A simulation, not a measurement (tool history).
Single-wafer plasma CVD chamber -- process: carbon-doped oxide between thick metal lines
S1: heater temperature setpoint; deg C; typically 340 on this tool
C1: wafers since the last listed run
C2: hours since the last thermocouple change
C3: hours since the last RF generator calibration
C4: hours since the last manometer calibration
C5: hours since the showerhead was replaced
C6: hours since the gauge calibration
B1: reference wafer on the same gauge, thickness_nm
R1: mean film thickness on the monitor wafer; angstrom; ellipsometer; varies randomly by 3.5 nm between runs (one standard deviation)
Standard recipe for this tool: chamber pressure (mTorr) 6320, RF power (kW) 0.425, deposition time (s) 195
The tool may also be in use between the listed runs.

run 1 hour=0 | S1=340 chamber_pressure_(mTorr)=6320 RF_power_(kW)=0.425 deposition_time_(s)=195 | C1=0 C2=1753.4 C3=746.7 C4=1134.1 C5=6490.7 C6=33.5 | B1=751.761 | R1=8757.48
run 2 hour=24.3 | S1=340 chamber_pressure_(mTorr)=6320 RF_power_(kW)=0.425 deposition_time_(s)=195 | C1=198 C2=1777.7 C3=771 C4=1158.4 C5=6515 C6=57.8 | B1=751.643 | R1=8718.33
run 3 hour=44.9 | S1=340 chamber_pressure_(mTorr)=6320 RF_power_(kW)=0.425 deposition_time_(s)=195 | C1=168 C2=1798.3 C3=791.6 C4=1179 C5=6535.6 C6=78.4 | B1=750.83 | R1=8688.31
run 4 hour=59.2 | S1=340 chamber_pressure_(mTorr)=6320 RF_power_(kW)=0.425 deposition_time_(s)=195 | C1=116 C2=1812.6 C3=805.9 C4=1193.3 C5=6549.9 C6=92.7 | B1=751.985 | R1=8695.7
run 5 hour=92.2 | S1=340 chamber_pressure_(mTorr)=6320 RF_power_(kW)=0.425 deposition_time_(s)=195 | C1=269 C2=1845.6 C3=838.9 C4=1226.3 C5=6582.9 C6=125.7 | B1=750.972 | R1=8686.53
run 6 hour=109.7 | S1=340 chamber_pressure_(mTorr)=6320 RF_power_(kW)=0.425 deposition_time_(s)=195 | C1=143 C2=1863.1 C3=856.4 C4=1243.8 C5=6600.4 C6=143.2 | B1=751.311 | R1=8731.46
run 7 hour=124.3 | S1=340 chamber_pressure_(mTorr)=6320 RF_power_(kW)=0.425 deposition_time_(s)=195 | C1=119 C2=1877.7 C3=871 C4=1258.4 C5=6615 C6=157.8 | B1=750.014 | R1=8628.6
run 8 hour=149.2 | S1=340 chamber_pressure_(mTorr)=6320 RF_power_(kW)=0.425 deposition_time_(s)=195 | C1=203 C2=1902.6 C3=895.9 C4=1283.3 C5=6639.9 C6=182.7 | B1=751.176 | R1=8668.12
run 9 hour=163.3 | S1=340 chamber_pressure_(mTorr)=6320 RF_power_(kW)=0.425 deposition_time_(s)=195 | C1=115 C2=1916.7 C3=910 C4=1297.4 C5=6654 C6=196.8 | B1=750.178 | R1=8675.01
-- hour=178.4 showerhead replaced
run 10 hour=182.4 | S1=340 chamber_pressure_(mTorr)=6320 RF_power_(kW)=0.425 deposition_time_(s)=224 | C1=90 C2=1935.8 C3=929.1 C4=1316.5 C5=4 C6=215.9 | B1=751.376 | R1=9985.32
run 11 hour=195.7 | S1=340 chamber_pressure_(mTorr)=6320 RF_power_(kW)=0.425 deposition_time_(s)=224 | C1=108 C2=1949.1 C3=942.4 C4=1329.8 C5=17.3 C6=229.2 | B1=751.492 | R1=9922.45
run 12 hour=212.1 | S1=340 chamber_pressure_(mTorr)=6320 RF_power_(kW)=0.425 deposition_time_(s)=224 | C1=134 C2=1965.5 C3=958.8 C4=1346.2 C5=33.7 C6=245.6 | B1=751.224 | R1=9949.5
-- hour=228.8 capacitance manometer re-zeroed and calibrated
run 13 hour=244.5 | S1=340 chamber_pressure_(mTorr)=5320 RF_power_(kW)=0.425 deposition_time_(s)=195 | C1=199 C2=1997.9 C3=991.2 C4=15.7 C5=66.1 C6=278 | B1=752.354 | R1=8530.55
-- hour=251.5 gauge calibrated
run 14 hour=277.5 | S1=340 chamber_pressure_(mTorr)=6320 RF_power_(kW)=0.425 deposition_time_(s)=185 | C1=269 C2=2030.9 C3=1024.2 C4=48.7 C5=99.1 C6=26 | B1=750.93 | R1=8231.19
run 15 hour=295.1 | S1=340 chamber_pressure_(mTorr)=7180 RF_power_(kW)=0.425 deposition_time_(s)=195 | C1=143 C2=2048.5 C3=1041.8 C4=66.3 C5=116.7 C6=43.6 | B1=751.918 | R1=8648.06
run 16 hour=311.4 | S1=350 chamber_pressure_(mTorr)=7410 RF_power_(kW)=0.505 deposition_time_(s)=195 | C1=133 C2=2064.8 C3=1058.1 C4=82.6 C5=133 C6=59.9 | B1=752.526 | R1=9452.91

Estimate the outcome of run 17 from the log above:
run 17 hour=338.5 | S1=340 chamber_pressure_(mTorr)=6320 RF_power_(kW)=0.425 deposition_time_(s)=224 | C1=221 C2=2091.9 C3=1085.2 C4=109.7 C5=160.1 C6=87 | B1=? | R1=?

Run 17 yielded B1 751.678, R1 9841.49 angstrom.
Without the tool's hidden state the same run would have given R1 10227.15 angstrom.

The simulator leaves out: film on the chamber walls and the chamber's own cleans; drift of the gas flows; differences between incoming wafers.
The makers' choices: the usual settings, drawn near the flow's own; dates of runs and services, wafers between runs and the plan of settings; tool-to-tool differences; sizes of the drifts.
